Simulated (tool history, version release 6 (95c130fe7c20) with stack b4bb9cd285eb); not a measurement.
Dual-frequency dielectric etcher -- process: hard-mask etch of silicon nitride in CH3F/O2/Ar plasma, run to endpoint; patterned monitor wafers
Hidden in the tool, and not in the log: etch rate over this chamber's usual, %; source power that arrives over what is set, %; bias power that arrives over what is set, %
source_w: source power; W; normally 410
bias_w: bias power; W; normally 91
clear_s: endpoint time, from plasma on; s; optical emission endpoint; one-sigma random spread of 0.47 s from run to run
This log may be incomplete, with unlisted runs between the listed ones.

run,hour,source_w,bias_w,wafers since the last listed run,hours since the last wet clean,hours since the last source power generator calibration,hours since the last bias power generator calibration,hours since the last upper electrode change,"incoming incoming film thickness, nm",clear_s
1,0,410,91,0,441.4,985,2488,2227.2,47.14,65.9
2,49.6,440,91,381,491,1034.6,2537.6,2276.8,47.16,64.2
3,148.2,440,91,759,589.6,1133.2,2636.2,2375.4,47.06,63.7
4,217.5,440,91,533,658.9,1202.5,2705.5,2444.7,46.76,63.3
5,321.9,410,98,803,763.3,1306.9,2809.9,2549.1,46.65,62.6
# hour 380.6: wet clean of the chamber
6,404.9,410,98,454,24.3,1389.9,2892.9,2632.1,47.07,63.3
7,502.6,410,91,752,122,1487.6,2990.6,2729.8,46.57,65.4
8,586.6,350,106,646,206,1571.6,3074.6,2813.8,47,67.3
9,683.9,350,106,749,303.3,1668.9,3171.9,2911.1,46.77,66.4
10,736,350,106,401,355.4,1721,3224,2963.2,46.57,65.4
11,843.8,410,91,829,463.2,1828.8,3331.8,3071,47.26,65.9
12,922,370,79,602,541.4,1907,3410,3149.2,47.08,74
# hour 980.6: bias power generator calibrated
# hour 994: upper electrode replaced
13,1004.9,330,91,504,624.3,1989.9,24.3,10.9,47.18,73.9
# hour 1023.7: source power generator calibrated
14,1054.9,370,111,354,674.3,31.2,74.3,60.9,46.92,63.7
# hour 1159.6: wet clean of the chamber
15,1325.4,370,97,1897,165.8,301.7,344.8,331.4,47.61,69.3
16,1390.2,410,84,498,230.6,366.5,409.6,396.2,46.88,69.1
17,1440.3,440,112,385,280.7,416.6,459.7,446.3,47.29,58.5
18,1482.2,490,101,322,322.6,458.5,501.6,488.2,47.35,57.7
19,1530.8,490,78,374,371.2,507.1,550.2,536.8,46.83,64.7
20,1618,500,99,671,458.4,594.3,637.4,624,46.95,57.6
21,1669.6,410,108,397,510,645.9,689,675.6,47.13,61.5
22,1720.3,410,91,390,560.7,696.6,739.7,726.3,46.85,66.4
23,1761.9,340,91,320,602.3,738.2,781.3,767.9,46.94,73.9
24,1821.1,440,106,455,661.5,797.4,840.5,827.1,46.74,58
# hour 1958.7: wet clean of the chamber
25,1995.5,490,101,1157,36.8,971.8,1014.9,1001.5,47.12,57.4
26,2041.7,460,69,355,83,1018,1061.1,1047.7,47.12,71.7
27,2305,490,73,2027,346.3,1281.3,1324.4,1311,47.27,67
28,2396.5,410,98,704,437.8,1372.8,1415.9,1402.5,47.36,63.5
29,2473,370,113,588,514.3,1449.3,1492.4,1479,46.9,62.4
30,2536.3,410,85,487,577.6,1512.6,1555.7,1542.3,47.41,68.4
31,2604.5,500,91,525,645.8,1580.8,1623.9,1610.5,46.88,59.2
# hour 2675: wet clean of the chamber
32,2679.3,350,98,391,4.3,1655.6,1698.7,1685.3,46.64,67.7
33,2780.6,510,100,779,105.6,1756.9,1800,1786.6,47.02,56.1
34,2839.2,500,76,451,164.2,1815.5,1858.6,1845.2,47.04,63.4

What if the next run were any one of these 5? Each begins from the tool's condition after run 34:
A,2839.6,410,91,3,164.6,1815.9,1859,1845.6,47.18,?
B,2839.6,370,106,3,164.6,1815.9,1859,1845.6,47.18,?
C,2839.6,370,101,3,164.6,1815.9,1859,1845.6,47.18,?
D,2839.6,320,72,3,164.6,1815.9,1859,1845.6,47.18,?
E,2839.6,450,80,3,164.6,1815.9,1859,1845.6,47.18,?

run,clear_s
A,65.6
B,64.6
C,66.1
D,84.7
E,66.3
What these runs would have given with no unlogged condition in the tool:
run,clear_s
A,67.3
B,66.2
C,67.7
D,86.9
E,68

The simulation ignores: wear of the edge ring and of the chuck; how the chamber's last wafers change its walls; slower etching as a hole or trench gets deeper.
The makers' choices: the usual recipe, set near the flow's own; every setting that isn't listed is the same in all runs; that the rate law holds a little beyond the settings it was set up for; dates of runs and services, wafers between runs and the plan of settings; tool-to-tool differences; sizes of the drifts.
